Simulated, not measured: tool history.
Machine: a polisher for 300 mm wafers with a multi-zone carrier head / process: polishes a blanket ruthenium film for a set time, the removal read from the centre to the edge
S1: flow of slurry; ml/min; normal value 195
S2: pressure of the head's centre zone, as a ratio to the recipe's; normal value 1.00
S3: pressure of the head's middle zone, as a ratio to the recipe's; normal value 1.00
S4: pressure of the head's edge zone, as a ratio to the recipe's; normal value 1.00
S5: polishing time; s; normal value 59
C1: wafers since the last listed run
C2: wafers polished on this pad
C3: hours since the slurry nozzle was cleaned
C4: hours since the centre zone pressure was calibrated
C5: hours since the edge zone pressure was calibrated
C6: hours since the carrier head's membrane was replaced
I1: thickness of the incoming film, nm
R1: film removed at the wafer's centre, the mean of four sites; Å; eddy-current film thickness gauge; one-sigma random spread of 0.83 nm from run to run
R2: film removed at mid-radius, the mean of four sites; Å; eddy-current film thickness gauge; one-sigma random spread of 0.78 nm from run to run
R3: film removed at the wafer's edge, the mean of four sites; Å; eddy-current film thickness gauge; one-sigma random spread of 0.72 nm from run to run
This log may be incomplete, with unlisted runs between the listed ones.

run,day,S1,S2,S3,S4,S5,C1,C2,C3,C4,C5,C6,I1,R1,R2,R3
1,0.000,160,1.00,1.00,1.00,59,0,1192,472.8,440.5,1156.8,758.6,501.1,855,883,933
# day 0.262: worn pad replaced by a new one
2,0.367,160,1.00,1.00,1.00,59,35,18,481.6,449.3,1165.6,767.4,493.6,846,877,946
3,0.738,250,1.00,0.92,1.00,59,64,83,490.5,458.2,1174.5,776.3,505.6,969,921,1023
4,1.467,250,1.00,0.92,1.00,59,127,210,508.0,475.7,1192.0,793.8,505.0,963,920,1025
5,1.729,250,1.00,0.92,1.00,59,45,256,514.3,482.0,1198.3,800.1,494.4,960,917,1015
6,2.362,140,1.00,1.00,1.00,59,110,367,529.5,497.2,1213.5,815.3,509.9,798,834,915
7,3.342,140,1.00,1.00,1.00,59,171,539,553.0,520.7,1237.0,838.8,504.4,804,830,912
8,3.908,195,1.00,1.00,1.00,59,99,638,566.6,534.3,1250.6,852.4,492.7,909,932,972
# day 5.162: carrier head's membrane replaced by a new one
9,5.183,195,1.00,1.00,1.00,59,186,825,597.2,564.9,1281.2,0.5,499.2,907,918,968
10,5.275,195,1.00,1.00,1.00,59,16,841,599.4,567.1,1283.4,2.7,503.2,902,918,960
# day 5.788: centre zone pressure recalibrated
11,6.000,195,1.00,0.97,1.00,59,112,953,616.8,5.1,1300.8,20.1,506.6,910,901,969
12,6.371,195,1.00,1.00,1.00,70,64,1018,625.7,14.0,1309.7,29.0,504.9,1084,1087,1146
# day 6.762: slurry nozzle cleaned
13,6.825,195,1.00,1.07,1.12,40,72,1090,1.5,24.9,1320.6,39.9,498.7,700,750,754
14,7.167,155,1.00,1.00,0.93,59,59,1150,9.7,33.1,1328.8,48.1,500.1,990,990,977
# day 7.488: worn pad replaced by a new one
# day 7.567: edge zone pressure recalibrated
15,7.808,195,1.00,1.00,0.90,47,69,42,25.1,48.5,5.8,63.5,510.3,816,814,800
16,8.462,195,1.00,1.00,1.00,59,114,157,40.8,64.2,21.5,79.2,508.9,1014,1030,1048
17,8.833,195,1.00,1.00,1.00,59,64,222,49.7,73.1,30.4,88.1,497.8,1008,1014,1035
18,9.288,245,1.00,0.93,1.00,51,79,301,60.6,84.0,41.3,99.0,499.9,909,848,921
19,9.550,245,0.95,1.00,0.88,74,45,347,66.9,90.3,47.6,105.3,495.1,1251,1314,1253
20,9.988,195,1.00,1.00,1.00,59,76,424,77.4,100.8,58.1,115.8,499.7,1007,1008,1029

3 ways to go on from here, each from the tool as it stands after run 20. What would each give?
A,10.004,215,1.00,1.00,1.00,59,2,427,77.8,101.2,58.5,116.2,493.2,?,?,?
B,10.004,165,1.00,1.00,1.00,59,2,427,77.8,101.2,58.5,116.2,493.2,?,?,?
C,10.004,165,0.97,0.94,1.00,59,2,427,77.8,101.2,58.5,116.2,493.2,?,?,?

run,R1,R2,R3
A,1020,1026,1048
B,963,975,1011
C,935,929,1011
Without the tool's hidden state the same runs would have given:
run,R1,R2,R3
A,1052,1055,1070
B,1003,1011,1037
C,974,963,1038

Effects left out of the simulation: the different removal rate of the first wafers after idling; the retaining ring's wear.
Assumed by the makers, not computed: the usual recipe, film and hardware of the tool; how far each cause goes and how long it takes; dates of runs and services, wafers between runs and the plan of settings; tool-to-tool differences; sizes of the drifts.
